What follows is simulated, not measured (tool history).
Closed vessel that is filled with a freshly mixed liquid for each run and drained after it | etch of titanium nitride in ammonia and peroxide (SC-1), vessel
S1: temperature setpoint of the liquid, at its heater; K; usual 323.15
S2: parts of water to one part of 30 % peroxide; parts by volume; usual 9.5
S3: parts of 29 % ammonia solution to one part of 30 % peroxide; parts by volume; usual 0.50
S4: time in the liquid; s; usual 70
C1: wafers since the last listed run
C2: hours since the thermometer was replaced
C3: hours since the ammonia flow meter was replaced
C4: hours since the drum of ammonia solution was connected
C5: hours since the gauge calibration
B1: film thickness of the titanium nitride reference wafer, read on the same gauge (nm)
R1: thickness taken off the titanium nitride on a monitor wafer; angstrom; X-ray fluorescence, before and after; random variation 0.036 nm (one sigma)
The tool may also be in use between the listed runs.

{"run": 1, "hour": 0.0, "S1": 323.15, "S2": 9.5, "S3": 0.5, "S4": 45, "C1": 0, "C2": 918.6, "C3": 650.4, "C4": 410.0, "C5": 1062.3, "B1": 79.981, "R1": 31.85}
{"run": 2, "hour": 42.2, "S1": 323.15, "S2": 9.5, "S3": 0.6, "S4": 55, "C1": 5852, "C2": 960.8, "C3": 692.6, "C4": 452.2, "C5": 1104.5, "B1": 80.027, "R1": 40.19}
{"run": 3, "hour": 127.1, "S1": 323.15, "S2": 9.5, "S3": 0.5, "S4": 70, "C1": 11775, "C2": 1045.7, "C3": 777.5, "C4": 537.1, "C5": 1189.4, "B1": 80.018, "R1": 50.05}
{"run": 4, "hour": 200.2, "S1": 323.15, "S2": 9.5, "S3": 0.5, "S4": 70, "C1": 10138, "C2": 1118.8, "C3": 850.6, "C4": 610.2, "C5": 1262.5, "B1": 79.98, "R1": 50.52}
{"hour": 255.6, "done": "ammonia flow meter replaced"}
{"run": 5, "hour": 475.4, "S1": 323.15, "S2": 9.5, "S3": 0.5, "S4": 70, "C1": 38030, "C2": 1394.0, "C3": 219.8, "C4": 885.4, "C5": 1537.7, "B1": 79.975, "R1": 50.09}
{"run": 6, "hour": 543.1, "S1": 323.15, "S2": 13.5, "S3": 0.5, "S4": 70, "C1": 9389, "C2": 1461.7, "C3": 287.5, "C4": 953.1, "C5": 1605.4, "B1": 80.028, "R1": 41.88}
{"hour": 552.6, "done": "thermometer replaced"}
{"hour": 555.5, "done": "new drum of ammonia solution connected"}
{"run": 7, "hour": 605.7, "S1": 323.15, "S2": 13.5, "S3": 0.5, "S4": 70, "C1": 8404, "C2": 53.1, "C3": 350.1, "C4": 50.2, "C5": 1668.0, "B1": 80.003, "R1": 38.89}
{"run": 8, "hour": 643.9, "S1": 323.15, "S2": 11.5, "S3": 0.5, "S4": 70, "C1": 5298, "C2": 91.3, "C3": 388.3, "C4": 88.4, "C5": 1706.2, "B1": 79.998, "R1": 42.23}
{"run": 9, "hour": 951.2, "S1": 323.15, "S2": 9.5, "S3": 0.5, "S4": 70, "C1": 42620, "C2": 398.6, "C3": 695.6, "C4": 395.7, "C5": 2013.5, "B1": 80.025, "R1": 47.52}
{"run": 10, "hour": 1010.9, "S1": 323.15, "S2": 9.5, "S3": 0.5, "S4": 70, "C1": 8280, "C2": 458.3, "C3": 755.3, "C4": 455.4, "C5": 2073.2, "B1": 79.997, "R1": 48.06}
{"run": 11, "hour": 1116.8, "S1": 323.15, "S2": 9.5, "S3": 0.5, "S4": 70, "C1": 14687, "C2": 564.2, "C3": 861.2, "C4": 561.3, "C5": 2179.1, "B1": 80.009, "R1": 48.37}
{"hour": 1156.2, "done": "gauge calibrated"}
{"run": 12, "hour": 1185.6, "S1": 323.15, "S2": 9.5, "S3": 0.5, "S4": 70, "C1": 9542, "C2": 633.0, "C3": 930.0, "C4": 630.1, "C5": 29.4, "B1": 80.015, "R1": 48.76}
{"hour": 1213.0, "done": "ammonia flow meter replaced"}
{"run": 13, "hour": 1254.1, "S1": 323.15, "S2": 6.0, "S3": 0.5, "S4": 45, "C1": 9361, "C2": 701.5, "C3": 41.1, "C4": 698.6, "C5": 97.9, "B1": 79.985, "R1": 38.77}
{"run": 14, "hour": 1318.5, "S1": 323.15, "S2": 9.5, "S3": 0.5, "S4": 70, "C1": 8931, "C2": 765.9, "C3": 105.5, "C4": 763.0, "C5": 162.3, "B1": 80.005, "R1": 48.69}
{"run": 15, "hour": 1409.0, "S1": 323.15, "S2": 9.5, "S3": 0.5, "S4": 70, "C1": 12551, "C2": 856.4, "C3": 196.0, "C4": 853.5, "C5": 252.8, "B1": 79.981, "R1": 48.75}
{"run": 16, "hour": 1521.4, "S1": 323.15, "S2": 9.5, "S3": 0.5, "S4": 70, "C1": 15589, "C2": 968.8, "C3": 308.4, "C4": 965.9, "C5": 365.2, "B1": 79.996, "R1": 49.03}
{"run": 17, "hour": 1618.1, "S1": 318.65, "S2": 9.5, "S3": 0.7, "S4": 70, "C1": 13411, "C2": 1065.5, "C3": 405.1, "C4": 1062.6, "C5": 461.9, "B1": 79.983, "R1": 37.58}
{"hour": 1636.6, "done": "new drum of ammonia solution connected"}
{"run": 18, "hour": 1680.9, "S1": 318.65, "S2": 9.5, "S3": 0.75, "S4": 70, "C1": 8571, "C2": 1128.3, "C3": 467.9, "C4": 44.3, "C5": 524.7, "B1": 79.992, "R1": 38.2}
{"run": 19, "hour": 1779.7, "S1": 317.15, "S2": 9.5, "S3": 0.5, "S4": 55, "C1": 13703, "C2": 1227.1, "C3": 566.7, "C4": 143.1, "C5": 623.5, "B1": 79.972, "R1": 25.8}
{"run": 20, "hour": 1849.6, "S1": 323.15, "S2": 9.5, "S3": 0.5, "S4": 70, "C1": 9694, "C2": 1297.0, "C3": 636.6, "C4": 213.0, "C5": 693.4, "B1": 80.007, "R1": 49.9}
{"run": 21, "hour": 1918.8, "S1": 323.15, "S2": 9.5, "S3": 0.4, "S4": 70, "C1": 9597, "C2": 1366.2, "C3": 705.8, "C4": 282.2, "C5": 762.6, "B1": 79.962, "R1": 48.19}
{"run": 22, "hour": 2016.0, "S1": 323.15, "S2": 6.5, "S3": 0.35, "S4": 70, "C1": 13481, "C2": 1463.4, "C3": 803.0, "C4": 379.4, "C5": 859.8, "B1": 79.999, "R1": 57.79}
{"hour": 2045.6, "done": "thermometer replaced"}
{"run": 23, "hour": 2076.1, "S1": 316.15, "S2": 9.5, "S3": 0.5, "S4": 90, "C1": 8196, "C2": 30.5, "C3": 863.1, "C4": 439.5, "C5": 919.9, "B1": 80.007, "R1": 35.86}
{"run": 24, "hour": 2140.1, "S1": 323.15, "S2": 9.5, "S3": 0.5, "S4": 70, "C1": 8876, "C2": 94.5, "C3": 927.1, "C4": 503.5, "C5": 983.9, "B1": 79.978, "R1": 47.35}
{"run": 25, "hour": 2209.2, "S1": 327.65, "S2": 9.5, "S3": 0.35, "S4": 70, "C1": 9583, "C2": 163.6, "C3": 996.2, "C4": 572.6, "C5": 1053.0, "B1": 80.013, "R1": 60.4}
{"hour": 2253.7, "done": "ammonia flow meter replaced"}
{"run": 26, "hour": 2277.3, "S1": 323.15, "S2": 9.5, "S3": 0.5, "S4": 105, "C1": 9306, "C2": 231.7, "C3": 23.6, "C4": 640.7, "C5": 1121.1, "B1": 79.975, "R1": 70.45}

Hidden state or all else? Some run-to-run changes of R1, split into what the settings, what came in and random variation would give without the hidden state, and what is left for the hidden state (with any gauge scatter that isn't in both results):
The hidden state here: liquid hotter than its thermometer reads (K); ammonia flow below the setpoint (%); ammonia solution weaker than its label (%); gauge reads high (%).
Run 6 -> 7: thermometer replaced, new drum of ammonia solution connected. R1 -2.99 angstrom: hidden state -3.25, all else +0.26.
Run 19 -> 20: S1 317.15 -> 323.15, S4 55 -> 70. R1 +24.10 angstrom: hidden state +1.69, all else +22.41.
Run 22 -> 23: S1 323.15 -> 316.15, S2 6.5 -> 9.5, S3 0.35 -> 0.50, S4 70 -> 90, thermometer replaced. R1 -21.93 angstrom: hidden state -4.29, all else -17.64.
